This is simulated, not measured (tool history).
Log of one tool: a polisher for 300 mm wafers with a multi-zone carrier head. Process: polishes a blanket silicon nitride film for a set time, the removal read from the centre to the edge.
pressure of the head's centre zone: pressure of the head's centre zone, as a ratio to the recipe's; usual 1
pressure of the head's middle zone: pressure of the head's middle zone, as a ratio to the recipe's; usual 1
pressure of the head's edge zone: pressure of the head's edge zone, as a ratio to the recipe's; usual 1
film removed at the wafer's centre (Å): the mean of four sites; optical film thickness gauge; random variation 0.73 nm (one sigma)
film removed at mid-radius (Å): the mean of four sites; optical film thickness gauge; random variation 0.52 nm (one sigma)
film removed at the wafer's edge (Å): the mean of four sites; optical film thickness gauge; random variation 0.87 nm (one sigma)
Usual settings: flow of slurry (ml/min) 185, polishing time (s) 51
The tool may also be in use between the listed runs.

| run | hour | flow of slurry (ml/min) | pressure of the head's centre zone | pressure of the head's middle zone | pressure of the head's edge zone | polishing time (s) | wafers since the last listed run | wafers polished on this pad | hours since the slurry nozzle was cleaned | hours since the centre zone pressure was calibrated | hours since the edge zone pressure was calibrated | hours since the carrier head's membrane was replaced | incoming thickness of the incoming film, nm | film removed at the wafer's centre (Å) | film removed at mid-radius (Å) | film removed at the wafer's edge (Å) |
|---|---|---|---|---|---|---|---|---|---|---|---|---|---|---|---|---|
| 1 | 0 | 185 | 1.11 | 1 | 1 | 51 | 0 | 5597 | 208.6 | 572.9 | 50.8 | 1425.6 | 552.5 | 626 | 575 | 589 |
| 2 | 66.8 | 185 | 1 | 1 | 1.06 | 51 | 945 | 6543 | 275.4 | 639.7 | 117.6 | 1492.4 | 552 | 588 | 582 | 609 |
|  | 96.4 | worn pad replaced by a new one |
|  | 100.6 | centre zone pressure recalibrated |
| 3 | 115.6 | 185 | 1 | 1 | 1 | 51 | 605 | 243 | 324.2 | 15 | 166.4 | 1541.2 | 548.3 | 629 | 623 | 627 |
|  | 156 | carrier head's membrane replaced by a new one |
| 4 | 158.9 | 185 | 1 | 1 | 1 | 51 | 542 | 786 | 367.5 | 58.3 | 209.7 | 2.9 | 541.4 | 628 | 608 | 630 |
| 5 | 191 | 185 | 1 | 1 | 0.95 | 64 | 454 | 1240 | 399.6 | 90.4 | 241.8 | 35 | 545.9 | 779 | 753 | 748 |
| 6 | 259.1 | 185 | 1 | 1 | 0.93 | 51 | 964 | 2204 | 467.7 | 158.5 | 309.9 | 103.1 | 550.2 | 602 | 598 | 595 |
| 7 | 289.4 | 125 | 1 | 1 | 1 | 51 | 428 | 2633 | 498 | 188.8 | 340.2 | 133.4 | 554.3 | 551 | 550 | 575 |
|  | 300.7 | slurry nozzle cleaned |
| 8 | 318.5 | 185 | 1 | 1 | 1 | 51 | 397 | 3031 | 17.8 | 217.9 | 369.3 | 162.5 | 558 | 587 | 584 | 593 |
| 9 | 364.6 | 185 | 1.04 | 1 | 0.95 | 42 | 652 | 3683 | 63.9 | 264 | 415.4 | 208.6 | 558.1 | 500 | 479 | 483 |
| 10 | 416.8 | 185 | 1 | 1 | 1 | 51 | 738 | 4422 | 116.1 | 316.2 | 467.6 | 260.8 | 551.6 | 581 | 581 | 598 |

Run 11 comes next. What will it give?
| 11 | 445.4 | 150 | 1 | 0.96 | 1 | 56 | 404 | 4827 | 144.7 | 344.8 | 496.2 | 289.4 | 546.5 | ? | ? | ? |

film removed at the wafer's centre (Å): 604
film removed at mid-radius (Å): 589
film removed at the wafer's edge (Å): 626
Without the tool's hidden state the same run would have given film removed at the wafer's centre (Å) 664, film removed at mid-radius (Å) 647, film removed at the wafer's edge (Å) 689.
